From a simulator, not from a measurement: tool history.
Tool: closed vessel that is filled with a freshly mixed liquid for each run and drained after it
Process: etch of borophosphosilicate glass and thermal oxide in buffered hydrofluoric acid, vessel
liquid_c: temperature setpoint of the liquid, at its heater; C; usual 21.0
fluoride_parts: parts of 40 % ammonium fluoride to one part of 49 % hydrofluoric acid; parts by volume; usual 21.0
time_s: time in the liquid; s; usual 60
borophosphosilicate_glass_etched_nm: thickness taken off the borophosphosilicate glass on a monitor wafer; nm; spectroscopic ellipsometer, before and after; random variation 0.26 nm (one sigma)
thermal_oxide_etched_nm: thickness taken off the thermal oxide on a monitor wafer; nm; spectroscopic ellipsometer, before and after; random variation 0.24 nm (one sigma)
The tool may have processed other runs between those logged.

run	day	liquid_c	fluoride_parts	time_s	read-back film thickness of the borophosphosilicate glass reference wafer, read on the same gauge (nm)	read-back film thickness of the thermal oxide reference wafer, read on the same gauge (nm)	borophosphosilicate_glass_etched_nm	thermal_oxide_etched_nm
1	0.000	21.0	23.0	60	81.62	81.59	55.95	27.74
2	2.125	21.0	23.0	60	81.65	81.61	56.53	27.63
3	4.158	21.0	21.0	60	81.68	81.68	59.64	29.21
4	5.504	21.0	21.0	60	81.62	81.65	59.64	29.33
5	8.296	17.0	21.0	70	81.67	81.64	56.02	27.31
6	10.567	24.5	21.0	70	81.64	81.68	85.29	42.15
7	12.988	21.0	21.0	60	81.66	81.67	59.84	29.79
8	15.500	23.5	13.0	30	81.70	81.63	54.40	26.93
# day 18.104: hydrofluoric acid flow meter replaced
9	19.242	24.5	15.0	30	81.70	81.71	49.95	24.97
# day 20.083: gauge calibrated
10	20.317	21.0	21.0	60	79.81	79.84	58.41	28.74
11	21.417	21.0	21.0	60	79.87	79.91	57.89	29.21
12	23.342	22.5	21.0	50	79.95	80.01	53.02	26.18
13	25.979	24.5	15.0	30	80.10	80.06	48.43	23.93
14	27.308	18.5	16.5	80	80.15	80.14	85.33	42.23
15	29.792	18.5	24.5	40	80.23	80.23	30.62	15.15
16	30.896	17.5	21.0	60	80.26	80.26	48.14	23.98
17	33.425	21.0	21.0	60	80.36	80.36	58.91	29.01
18	35.071	21.0	21.0	60	80.43	80.44	58.81	28.94
19	36.488	18.0	21.0	60	80.52	80.42	49.91	24.64
20	37.512	21.0	21.0	80	80.49	80.46	78.48	39.16
# day 39.638: thermometer replaced
21	39.992	21.0	16.0	60	80.58	80.57	75.97	37.31
# day 40.496: hydrofluoric acid flow meter replaced
22	41.696	21.0	17.5	90	80.62	80.64	105.14	52.53
23	44.512	21.0	25.5	60	80.70	80.69	51.10	26.13
24	46.688	21.0	21.0	60	80.73	80.72	58.99	29.47
25	48.162	25.5	14.0	50	80.75	80.79	92.59	46.61

Branching from run 25: 4 alternative next runs. What would each branch give?
A	48.192	19.0	21.0	60	?	?	?	?
B	48.192	21.0	21.0	35	?	?	?	?
C	48.192	21.0	24.0	35	?	?	?	?
D	48.192	17.0	24.5	70	?	?	?	?

run	read-back film thickness of the borophosphosilicate glass reference wafer, read on the same gauge (nm)	read-back film thickness of the thermal oxide reference wafer, read on the same gauge (nm)	borophosphosilicate_glass_etched_nm	thermal_oxide_etched_nm
A	80.77	80.73	53.47	26.34
B	80.77	80.73	34.86	17.19
C	80.77	80.73	31.78	15.68
D	80.77	80.73	50.08	24.65
Take away the tool's hidden state, keep each run's random variation, and the runs would have read:
run	borophosphosilicate_glass_etched_nm	thermal_oxide_etched_nm
A	52.97	26.09
B	34.53	17.03
C	31.48	15.53
D	49.61	24.41
